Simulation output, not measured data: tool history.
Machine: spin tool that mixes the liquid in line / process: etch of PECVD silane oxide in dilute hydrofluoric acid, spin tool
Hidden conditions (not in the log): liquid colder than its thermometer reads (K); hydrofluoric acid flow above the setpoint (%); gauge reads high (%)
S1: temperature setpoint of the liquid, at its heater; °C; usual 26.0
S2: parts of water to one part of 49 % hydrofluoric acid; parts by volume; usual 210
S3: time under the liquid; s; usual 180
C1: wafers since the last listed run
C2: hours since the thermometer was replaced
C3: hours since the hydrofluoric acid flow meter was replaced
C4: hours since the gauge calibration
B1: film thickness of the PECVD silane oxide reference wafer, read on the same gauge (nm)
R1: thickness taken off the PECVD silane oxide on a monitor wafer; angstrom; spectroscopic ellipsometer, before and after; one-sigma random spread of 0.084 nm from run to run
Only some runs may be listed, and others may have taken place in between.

run	hour	S1	S2	S3	C1	C2	C3	C4	B1	R1
1	0.0	26.0	210	180	0	1072.3	575.0	495.6	70.00	202.7
# hour 14.2: hydrofluoric acid flow meter replaced
2	98.9	26.0	275	180	654	1171.2	84.7	594.5	69.98	143.2
3	136.9	26.0	275	180	254	1209.2	122.7	632.5	70.01	142.0
4	206.7	23.0	265	180	466	1279.0	192.5	702.3	70.00	134.6
5	301.1	26.0	210	180	631	1373.4	286.9	796.7	70.02	198.9
6	404.3	26.0	210	180	689	1476.6	390.1	899.9	70.03	198.7
# hour 480.5: thermometer replaced
7	485.7	26.0	210	180	537	5.2	471.5	981.3	70.00	206.0
# hour 530.9: hydrofluoric acid flow meter replaced
8	663.3	26.0	135	105	1180	182.8	132.4	1158.9	70.00	204.1
9	728.6	26.0	255	180	436	248.1	197.7	1224.2	70.00	161.3
# hour 730.5: gauge calibrated
10	818.5	26.0	210	180	601	338.0	287.6	88.0	70.02	205.6
11	1082.8	26.0	210	210	1766	602.3	551.9	352.3	70.02	235.2
# hour 1096.9: hydrofluoric acid flow meter replaced
12	1135.8	24.5	210	85	347	655.3	38.9	405.3	70.01	91.0
13	1199.8	26.0	210	180	427	719.3	102.9	469.3	69.99	202.5
14	1251.6	24.0	295	180	346	771.1	154.7	521.1	70.00	123.1
15	1292.4	30.0	250	180	272	811.9	195.5	561.9	69.98	186.3
16	1331.2	24.5	210	180	259	850.7	234.3	600.7	70.00	190.2

Measured minus without-hidden-state, run by run (identical run-to-run variation in each term; gauge scatter may differ):
run	R1
1	-6.4
2	-4.7
3	-4.8
4	-5.0
5	-7.9
6	-8.5
7	-0.8
8	-1.8
9	-1.6
10	-2.6
11	-4.6
12	-2.0
13	-4.6
14	-2.9
15	-4.4
16	-5.1

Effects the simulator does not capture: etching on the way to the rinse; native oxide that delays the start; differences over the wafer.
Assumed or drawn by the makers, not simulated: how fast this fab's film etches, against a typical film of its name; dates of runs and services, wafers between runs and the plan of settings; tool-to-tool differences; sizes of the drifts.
